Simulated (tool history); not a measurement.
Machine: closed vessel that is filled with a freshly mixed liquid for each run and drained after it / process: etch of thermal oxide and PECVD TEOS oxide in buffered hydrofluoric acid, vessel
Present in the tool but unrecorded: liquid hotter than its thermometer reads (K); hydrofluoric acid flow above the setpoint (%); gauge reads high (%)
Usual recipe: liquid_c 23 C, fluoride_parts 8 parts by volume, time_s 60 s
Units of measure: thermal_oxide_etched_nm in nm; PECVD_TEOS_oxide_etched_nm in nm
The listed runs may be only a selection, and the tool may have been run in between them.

run,hour,liquid_c,fluoride_parts,time_s,wafers since the last listed run,hours since the thermometer was replaced,hours since the hydrofluoric acid flow meter was replaced,hours since the gauge calibration,"read-back film thickness of the thermal oxide reference wafer, read on the same gauge (nm)","read-back film thickness of the PECVD TEOS oxide reference wafer, read on the same gauge (nm)",thermal_oxide_etched_nm,PECVD_TEOS_oxide_etched_nm
1,0,23,7,60,0,1282.3,599.1,2004.4,40,130.02,101.82,105.54
2,38.9,23,7,60,5506,1321.2,638,2043.3,40.04,130.01,101.46,105.05
3,112.5,23,8,35,10418,1394.8,711.6,2116.9,40.02,130.01,52.05,54.52
# hour 171.6: hydrofluoric acid flow meter replaced
4,191.5,23,8,35,11041,1473.8,19.9,2195.9,40,129.97,49.48,50.12
5,263.8,23,8,35,10234,1546.1,92.2,2268.2,40.01,129.99,49.46,51.11
6,367.6,23,8,60,14693,1649.9,196,2372,39.99,130.01,84.79,88.43
7,447.9,23,8,60,11366,1730.2,276.3,2452.3,39.98,130,85.47,88.88
8,530.4,23,8,60,11678,1812.7,358.8,2534.8,40,129.98,86.38,89.97
# hour 563.1: gauge calibrated
9,580.2,23,8.5,60,7049,1862.5,408.6,17.1,40.04,129.99,80.66,84.7
10,634.2,23,7.5,60,7644,1916.5,462.6,71.1,39.95,130.02,94.06,96.71
11,705.3,23,8,60,10064,1987.6,533.7,142.2,40.01,130,88.05,90.2
12,782.8,23,6.5,40,10970,2065.1,611.2,219.7,39.97,129.99,72.23,74.42
13,858.4,25.5,9,50,10701,2140.7,686.8,295.3,39.99,130.02,75.06,77.85
# hour 960.1: hydrofluoric acid flow meter replaced
14,966.3,23,11,90,15132,2248.6,6.2,403.2,40.02,130.02,94.44,97.93
15,1048.8,27,7,85,11678,2331.1,88.7,485.7,40.06,129.99,173.34,178.91
16,1137.3,23,8,60,12527,2419.6,177.2,574.2,39.99,129.99,86.32,88.98

Estimate the outcome of run 17 from the log above:
# hour 1225.6: thermometer replaced
17,1238,23,8,60,14113,12.4,277.9,674.9,?,?,?,?

read-back film thickness of the thermal oxide reference wafer, read on the same gauge (nm): 40.05
read-back film thickness of the PECVD TEOS oxide reference wafer, read on the same gauge (nm): 129.99
thermal_oxide_etched_nm: 86.8 nm
PECVD_TEOS_oxide_etched_nm: 89.22 nm
Take away the tool's hidden state, keep the run-to-run variation as it was, and the same run would have given thermal_oxide_etched_nm 84.09 nm, PECVD_TEOS_oxide_etched_nm 86.43 nm.
